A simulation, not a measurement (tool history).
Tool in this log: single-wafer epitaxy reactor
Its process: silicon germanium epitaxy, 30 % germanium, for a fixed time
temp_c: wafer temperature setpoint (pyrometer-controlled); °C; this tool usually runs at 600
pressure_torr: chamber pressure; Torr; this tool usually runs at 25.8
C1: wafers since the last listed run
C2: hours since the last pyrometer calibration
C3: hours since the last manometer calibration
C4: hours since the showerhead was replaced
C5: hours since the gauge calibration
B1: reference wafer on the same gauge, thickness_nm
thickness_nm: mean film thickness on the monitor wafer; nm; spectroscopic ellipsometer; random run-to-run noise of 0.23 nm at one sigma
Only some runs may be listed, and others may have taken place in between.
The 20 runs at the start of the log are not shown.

Run 21, hour 1004.4: usual settings; C1 1411; C2 1661.8; C3 1461.3; C4 186.3; C5 636; B1 67.342. Result: thickness_nm 71.964 nm.
Run 22, hour 1057.3: usual settings; C1 1365; C2 1714.7; C3 1514.2; C4 239.2; C5 688.9; B1 67.413. Result: thickness_nm 72.204 nm.
Run 23, hour 1117.8: usual settings but temp_c 614 °C, pressure_torr 20.7 Torr; C1 1561; C2 1775.2; C3 1574.7; C4 299.7; C5 749.4; B1 67.372. Result: thickness_nm 89.433 nm.
Run 24, hour 1332.6: usual settings but temp_c 608 °C, pressure_torr 29.1 Torr; C1 5542; C2 1990; C3 1789.5; C4 514.5; C5 964.2; B1 67.386. Result: thickness_nm 88.25 nm.
At hour 1443.7: capacitance manometer re-zeroed and calibrated.
At hour 1455.1: pyrometer calibrated.
Run 25, hour 1522: usual settings but temp_c 613 °C; C1 4474; C2 66.9; C3 78.3; C4 703.9; C5 1153.6; B1 67.367. Result: thickness_nm 92.37 nm.
Run 26, hour 1569.5: usual settings; C1 1225; C2 114.4; C3 125.8; C4 751.4; C5 1201.1; B1 67.459. Result: thickness_nm 70.769 nm.
Run 27, hour 1605.1: usual settings; C1 918; C2 150; C3 161.4; C4 787; C5 1236.7; B1 67.444. Result: thickness_nm 71.36 nm.
Run 28, hour 1645.3: usual settings; C1 1037; C2 190.2; C3 201.6; C4 827.2; C5 1276.9; B1 67.453. Result: thickness_nm 71.148 nm.
Run 29, hour 1672.4: usual settings but temp_c 612 °C, pressure_torr 31.6 Torr; C1 699; C2 217.3; C3 228.7; C4 854.3; C5 1304; B1 67.452. Result: thickness_nm 96.843 nm.
Run 30, hour 1720.6: usual settings; C1 1243; C2 265.5; C3 276.9; C4 902.5; C5 1352.2; B1 67.424. Result: thickness_nm 71.611 nm.

Run 31, settings as shown, results not yet in. Your forecast:
Run 31, hour 1744.7: usual settings but pressure_torr 23.8 Torr; C1 621; C2 289.6; C3 301; C4 926.6; C5 1376.3; B1 ?. Result: thickness_nm ?.

B1: 67.376
thickness_nm: 69.142 nm
Take away the tool's hidden state, keep the run-to-run variation as it was, and the same run would have given thickness_nm 68.402 nm.
